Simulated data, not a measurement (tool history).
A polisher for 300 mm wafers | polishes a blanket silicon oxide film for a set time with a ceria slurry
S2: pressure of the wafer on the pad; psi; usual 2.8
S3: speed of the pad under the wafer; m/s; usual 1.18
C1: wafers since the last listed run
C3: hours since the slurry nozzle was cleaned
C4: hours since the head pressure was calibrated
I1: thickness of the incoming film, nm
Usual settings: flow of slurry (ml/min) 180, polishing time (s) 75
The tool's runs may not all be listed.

{"run": 1, "hour": 0.0, "flow of slurry (ml/min)": 180, "S2": 2.8, "S3": 1.18, "polishing time (s)": 75, "C1": 0, "wafers polished on this pad": 1842, "C3": 473.7, "C4": 22.5, "I1": 973.9, "film removed (angstrom)": 3230}
{"run": 2, "hour": 99.5, "flow of slurry (ml/min)": 180, "S2": 2.8, "S3": 1.18, "polishing time (s)": 75, "C1": 1353, "wafers polished on this pad": 3195, "C3": 573.2, "C4": 122, "I1": 988.6, "film removed (angstrom)": 3183}
{"hour": 157.1, "done": "worn pad replaced by a new one"}
{"run": 3, "hour": 174.9, "flow of slurry (ml/min)": 180, "S2": 3.5, "S3": 1.18, "polishing time (s)": 75, "C1": 971, "wafers polished on this pad": 242, "C3": 648.6, "C4": 197.4, "I1": 975.8, "film removed (angstrom)": 4062}
{"run": 4, "hour": 241.3, "flow of slurry (ml/min)": 180, "S2": 2.8, "S3": 1.18, "polishing time (s)": 75, "C1": 903, "wafers polished on this pad": 1145, "C3": 715, "C4": 263.8, "I1": 975, "film removed (angstrom)": 3239}
{"hour": 274.4, "done": "slurry nozzle cleaned"}
{"run": 5, "hour": 300.3, "flow of slurry (ml/min)": 180, "S2": 2.8, "S3": 1.18, "polishing time (s)": 75, "C1": 789, "wafers polished on this pad": 1934, "C3": 25.9, "C4": 322.8, "I1": 993.6, "film removed (angstrom)": 3479}
{"hour": 302.6, "done": "head pressure recalibrated"}
{"run": 6, "hour": 373.0, "flow of slurry (ml/min)": 180, "S2": 2.8, "S3": 1.18, "polishing time (s)": 75, "C1": 961, "wafers polished on this pad": 2896, "C3": 98.6, "C4": 70.4, "I1": 995.3, "film removed (angstrom)": 3385}
{"run": 7, "hour": 475.2, "flow of slurry (ml/min)": 180, "S2": 2.8, "S3": 1.18, "polishing time (s)": 75, "C1": 1390, "wafers polished on this pad": 4287, "C3": 200.8, "C4": 172.6, "I1": 993, "film removed (angstrom)": 3319}
{"hour": 524.3, "done": "worn pad replaced by a new one"}
{"run": 8, "hour": 556.3, "flow of slurry (ml/min)": 180, "S2": 2.8, "S3": 1.18, "polishing time (s)": 75, "C1": 1048, "wafers polished on this pad": 435, "C3": 281.9, "C4": 253.7, "I1": 992.4, "film removed (angstrom)": 3376}
{"run": 9, "hour": 655.6, "flow of slurry (ml/min)": 180, "S2": 2.8, "S3": 1.18, "polishing time (s)": 75, "C1": 1350, "wafers polished on this pad": 1786, "C3": 381.2, "C4": 353, "I1": 990.2, "film removed (angstrom)": 3299}
{"hour": 671.4, "done": "head pressure recalibrated"}
{"run": 10, "hour": 726.2, "flow of slurry (ml/min)": 180, "S2": 2.8, "S3": 1.18, "polishing time (s)": 84, "C1": 933, "wafers polished on this pad": 2719, "C3": 451.8, "C4": 54.8, "I1": 992.5, "film removed (angstrom)": 3631}
{"run": 11, "hour": 771.0, "flow of slurry (ml/min)": 180, "S2": 2.8, "S3": 1.18, "polishing time (s)": 84, "C1": 609, "wafers polished on this pad": 3329, "C3": 496.6, "C4": 99.6, "I1": 976.6, "film removed (angstrom)": 3623}
{"run": 12, "hour": 810.1, "flow of slurry (ml/min)": 180, "S2": 2.8, "S3": 1.18, "polishing time (s)": 75, "C1": 531, "wafers polished on this pad": 3861, "C3": 535.7, "C4": 138.7, "I1": 981.9, "film removed (angstrom)": 3235}
{"run": 13, "hour": 853.6, "flow of slurry (ml/min)": 180, "S2": 2.8, "S3": 1.18, "polishing time (s)": 75, "C1": 591, "wafers polished on this pad": 4452, "C3": 579.2, "C4": 182.2, "I1": 985.2, "film removed (angstrom)": 3185}
{"hour": 881.8, "done": "worn pad replaced by a new one"}
{"run": 14, "hour": 928.4, "flow of slurry (ml/min)": 195, "S2": 2.4, "S3": 1.36, "polishing time (s)": 75, "C1": 963, "wafers polished on this pad": 633, "C3": 654, "C4": 257, "I1": 995.5, "film removed (angstrom)": 3381}
{"run": 15, "hour": 998.5, "flow of slurry (ml/min)": 180, "S2": 2.8, "S3": 0.98, "polishing time (s)": 75, "C1": 953, "wafers polished on this pad": 1587, "C3": 724.1, "C4": 327.1, "I1": 983.7, "film removed (angstrom)": 2735}
{"hour": 1037.6, "done": "head pressure recalibrated"}
{"run": 16, "hour": 1072.2, "flow of slurry (ml/min)": 155, "S2": 2.8, "S3": 1.18, "polishing time (s)": 75, "C1": 975, "wafers polished on this pad": 2563, "C3": 797.8, "C4": 34.6, "I1": 965.1, "film removed (angstrom)": 3092}
{"hour": 1153.3, "done": "slurry nozzle cleaned"}
{"run": 17, "hour": 1156.7, "flow of slurry (ml/min)": 180, "S2": 2.8, "S3": 1.18, "polishing time (s)": 75, "C1": 1136, "wafers polished on this pad": 3699, "C3": 3.4, "C4": 119.1, "I1": 992.3, "film removed (angstrom)": 3389}
{"hour": 1242.4, "done": "worn pad replaced by a new one"}
{"run": 18, "hour": 1256.3, "flow of slurry (ml/min)": 180, "S2": 2.8, "S3": 1.18, "polishing time (s)": 87, "C1": 1300, "wafers polished on this pad": 189, "C3": 103, "C4": 218.7, "I1": 991.1, "film removed (angstrom)": 4074}

The next listed run, before its measurement:
{"run": 19, "hour": 1301.1, "flow of slurry (ml/min)": 180, "S2": 2.8, "S3": 1.06, "polishing time (s)": 75, "C1": 609, "wafers polished on this pad": 798, "C3": 147.8, "C4": 263.5, "I1": 973.7, "film removed (angstrom)": "?"}

Run 19 gave film removed (angstrom) 3123.
Without the tool's hidden state the same run would have given film removed (angstrom) 3279.
